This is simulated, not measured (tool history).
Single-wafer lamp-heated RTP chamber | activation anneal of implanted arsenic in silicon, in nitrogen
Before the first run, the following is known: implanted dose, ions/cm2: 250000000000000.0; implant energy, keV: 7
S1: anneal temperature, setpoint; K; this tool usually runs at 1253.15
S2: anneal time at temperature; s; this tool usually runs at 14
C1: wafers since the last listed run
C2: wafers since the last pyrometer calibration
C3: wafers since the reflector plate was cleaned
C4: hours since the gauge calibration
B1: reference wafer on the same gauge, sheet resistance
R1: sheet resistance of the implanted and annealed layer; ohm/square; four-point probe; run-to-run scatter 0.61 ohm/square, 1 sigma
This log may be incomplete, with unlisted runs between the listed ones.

run 1 hour=0.0 | S1=1235.15 S2=14 | C1=0 C2=3157 C3=5858 C4=709.1 | B1=395.13 | R1=405.29
run 2 hour=14.7 | S1=1253.15 S2=9 | C1=127 C2=3284 C3=5986 C4=723.8 | B1=395.07 | R1=405.70
run 3 hour=27.4 | S1=1269.15 S2=14 | C1=110 C2=3395 C3=6097 C4=736.5 | B1=395.04 | R1=397.35
run 4 hour=41.7 | S1=1269.15 S2=14 | C1=124 C2=3519 C3=6221 C4=750.8 | B1=394.75 | R1=396.97
run 5 hour=53.4 | S1=1253.15 S2=16 | C1=101 C2=3621 C3=6323 C4=762.5 | B1=394.91 | R1=400.65
run 6 hour=63.7 | S1=1253.15 S2=16 | C1=89 C2=3710 C3=6412 C4=772.8 | B1=395.07 | R1=400.79
run 7 hour=80.8 | S1=1253.15 S2=14 | C1=148 C2=3859 C3=6561 C4=789.9 | B1=394.97 | R1=402.04
run 8 hour=94.2 | S1=1253.15 S2=14 | C1=116 C2=3976 C3=6677 C4=803.3 | B1=395.00 | R1=401.71
run 9 hour=103.2 | S1=1240.15 S2=14 | C1=78 C2=4054 C3=6755 C4=812.3 | B1=394.97 | R1=404.49
run 10 hour=115.0 | S1=1253.15 S2=14 | C1=102 C2=4156 C3=6858 C4=824.1 | B1=395.32 | R1=401.55
-- hour=133.3 gauge calibrated
-- hour=144.7 pyrometer window cleaned and pyrometer calibrated
-- hour=164.3 reflector plate cleaned
run 11 hour=164.8 | S1=1253.15 S2=14 | C1=293 C2=105 C3=3 C4=31.5 | B1=395.13 | R1=404.54
run 12 hour=168.4 | S1=1253.15 S2=14 | C1=31 C2=136 C3=35 C4=35.1 | B1=394.98 | R1=403.37
run 13 hour=175.3 | S1=1229.15 S2=19 | C1=59 C2=196 C3=95 C4=42.0 | B1=395.00 | R1=405.09
run 14 hour=182.4 | S1=1270.15 S2=18 | C1=61 C2=258 C3=156 C4=49.1 | B1=395.17 | R1=397.00
run 15 hour=196.5 | S1=1270.15 S2=18 | C1=122 C2=380 C3=279 C4=63.2 | B1=395.23 | R1=396.35
run 16 hour=210.4 | S1=1232.15 S2=9 | C1=120 C2=501 C3=400 C4=77.1 | B1=394.87 | R1=409.62
run 17 hour=221.3 | S1=1231.15 S2=20 | C1=94 C2=596 C3=495 C4=88.0 | B1=394.87 | R1=404.72
run 18 hour=237.0 | S1=1274.15 S2=20 | C1=136 C2=732 C3=631 C4=103.7 | B1=395.09 | R1=392.52
run 19 hour=252.9 | S1=1273.15 S2=14 | C1=138 C2=871 C3=769 C4=119.6 | B1=395.01 | R1=398.37
run 20 hour=269.8 | S1=1263.15 S2=19 | C1=146 C2=1017 C3=916 C4=136.5 | B1=395.06 | R1=396.35
run 21 hour=281.6 | S1=1239.15 S2=6 | C1=102 C2=1120 C3=1019 C4=148.3 | B1=394.85 | R1=413.03
run 22 hour=290.0 | S1=1236.15 S2=9 | C1=73 C2=1193 C3=1092 C4=156.7 | B1=394.81 | R1=410.74
run 23 hour=301.6 | S1=1253.15 S2=14 | C1=100 C2=1294 C3=1193 C4=168.3 | B1=395.02 | R1=402.91
run 24 hour=315.8 | S1=1253.15 S2=14 | C1=123 C2=1417 C3=1316 C4=182.5 | B1=394.72 | R1=404.19
run 25 hour=326.7 | S1=1253.15 S2=14 | C1=94 C2=1512 C3=1411 C4=193.4 | B1=394.82 | R1=403.71
run 26 hour=336.1 | S1=1270.15 S2=14 | C1=81 C2=1594 C3=1493 C4=202.8 | B1=394.79 | R1=397.46
run 27 hour=381.6 | S1=1236.15 S2=6 | C1=395 C2=1989 C3=1888 C4=248.3 | B1=394.86 | R1=411.17
run 28 hour=390.3 | S1=1253.15 S2=7 | C1=75 C2=2065 C3=1964 C4=257.0 | B1=394.90 | R1=409.23
run 29 hour=408.3 | S1=1274.15 S2=14 | C1=156 C2=2222 C3=2120 C4=275.0 | B1=395.13 | R1=397.54
run 30 hour=423.9 | S1=1253.15 S2=14 | C1=135 C2=2357 C3=2256 C4=290.6 | B1=394.91 | R1=401.16
run 31 hour=439.2 | S1=1253.15 S2=14 | C1=133 C2=2490 C3=2389 C4=305.9 | B1=394.78 | R1=401.64
run 32 hour=454.3 | S1=1278.15 S2=11 | C1=131 C2=2621 C3=2520 C4=321.0 | B1=394.98 | R1=398.51
run 33 hour=468.0 | S1=1253.15 S2=14 | C1=119 C2=2741 C3=2639 C4=334.7 | B1=395.08 | R1=402.02
run 34 hour=483.5 | S1=1269.15 S2=14 | C1=134 C2=2875 C3=2774 C4=350.2 | B1=395.22 | R1=398.52
run 35 hour=492.4 | S1=1227.15 S2=22 | C1=77 C2=2953 C3=2851 C4=359.1 | B1=395.27 | R1=402.97
run 36 hour=502.1 | S1=1274.15 S2=20 | C1=84 C2=3037 C3=2936 C4=368.8 | B1=395.13 | R1=391.11

Below are 5 alternative next runs, each starting from the tool's condition after run 36. Predict each:
run A hour=502.5 | S1=1234.15 S2=14 | C1=3 C2=3040 C3=2939 C4=369.2 | B1=? | R1=?
run B hour=502.5 | S1=1268.15 S2=11 | C1=3 C2=3040 C3=2939 C4=369.2 | B1=? | R1=?
run C hour=502.5 | S1=1282.15 S2=11 | C1=3 C2=3040 C3=2939 C4=369.2 | B1=? | R1=?
run D hour=502.5 | S1=1253.15 S2=22 | C1=3 C2=3040 C3=2939 C4=369.2 | B1=? | R1=?
run E hour=502.5 | S1=1234.15 S2=17 | C1=3 C2=3040 C3=2939 C4=369.2 | B1=? | R1=?

run=A B1=394.98 R1=405.67
run=B B1=394.98 R1=400.41
run=C B1=394.98 R1=396.47
run=D B1=394.98 R1=396.61
run=E B1=394.98 R1=404.12
Without the tool's hidden state the same runs would have given:
run=A R1=407.06
run=B R1=402.57
run=C R1=399.02
run=D R1=399.24
run=E R1=405.69
